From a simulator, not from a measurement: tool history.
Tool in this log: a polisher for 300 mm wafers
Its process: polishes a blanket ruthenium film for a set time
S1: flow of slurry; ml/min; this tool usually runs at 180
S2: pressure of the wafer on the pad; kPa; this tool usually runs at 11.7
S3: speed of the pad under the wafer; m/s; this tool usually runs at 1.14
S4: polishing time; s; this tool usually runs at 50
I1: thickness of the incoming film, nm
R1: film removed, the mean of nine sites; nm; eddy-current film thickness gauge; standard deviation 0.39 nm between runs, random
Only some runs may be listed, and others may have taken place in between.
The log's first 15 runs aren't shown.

run     day   S1    S2    S3  S4     I1    R1
 16  35.946  180  13.8  0.84  50  279.5  35.1
 17  37.796  180  11.7  1.14  50  280.1  38.5
 18  39.504  180     9  1.14  55  280.2  31.8
     39.883  -- head pressure recalibrated
 19  40.625  180  11.7  1.14  50  277.4  40.7
 20  42.975  180   7.6  1.14  50  280.9  25.6
     43.942  -- worn pad replaced by a new one
 21  44.108  195   8.3  1.48  65    284  52.7
     44.271  -- slurry nozzle cleaned
 22  45.888  210  10.3  0.84  40  280.3  24.4
 23  48.038  225  11.7   0.8  36  277.3  23.3
 24  49.412  140   8.3  0.78  37  276.1  15.6
 25    51.5  180  11.7  1.14  50    282  42.8
 26  53.192  180  11.7  1.14  50  280.4  41.4
 27  54.838  180  11.7  1.14  50  283.9  41.5
 28  56.154  120  15.2  1.32  64  276.4  74.6
 29  57.375  180  11.7  1.14  50  280.8  41.6
 30  58.462  245  11.7  1.14  67  275.9  56.8
 31  59.658  180  15.2  1.36  43  279.7  52.4
 32  62.096  180  11.7  1.14  50  285.4  39.4
     65.525  -- worn pad replaced by a new one
 33  65.558  180  10.3  1.14  38  279.7    29
 34  67.762  180   9.7  0.96  50  282.1  29.5
 35  69.142  230  15.2  1.14  50    278  55.2
 36  71.229  180  11.7   0.9  66  277.3  44.3
     72.458  -- slurry nozzle cleaned
 37  74.138  180  11.7  1.14  50  277.2  40.2

Here are 4 independent what-if runs from the current tool condition. What would each one return?
  A  74.154  180  11.7  0.98  50  284   ?
  B  74.154  240  11.7  1.14  50  284   ?
  C  74.154  115  11.7  1.14  33  284   ?
  D  74.154  180  11.7  1.26  50  284   ?

run    R1
  A  34.8
  B  41.3
  C  24.8
  D  43.9
With no hidden state in the tool, these same runs would have given:
run    R1
  A  39.3
  B  46.6
  C    28
  D  49.5

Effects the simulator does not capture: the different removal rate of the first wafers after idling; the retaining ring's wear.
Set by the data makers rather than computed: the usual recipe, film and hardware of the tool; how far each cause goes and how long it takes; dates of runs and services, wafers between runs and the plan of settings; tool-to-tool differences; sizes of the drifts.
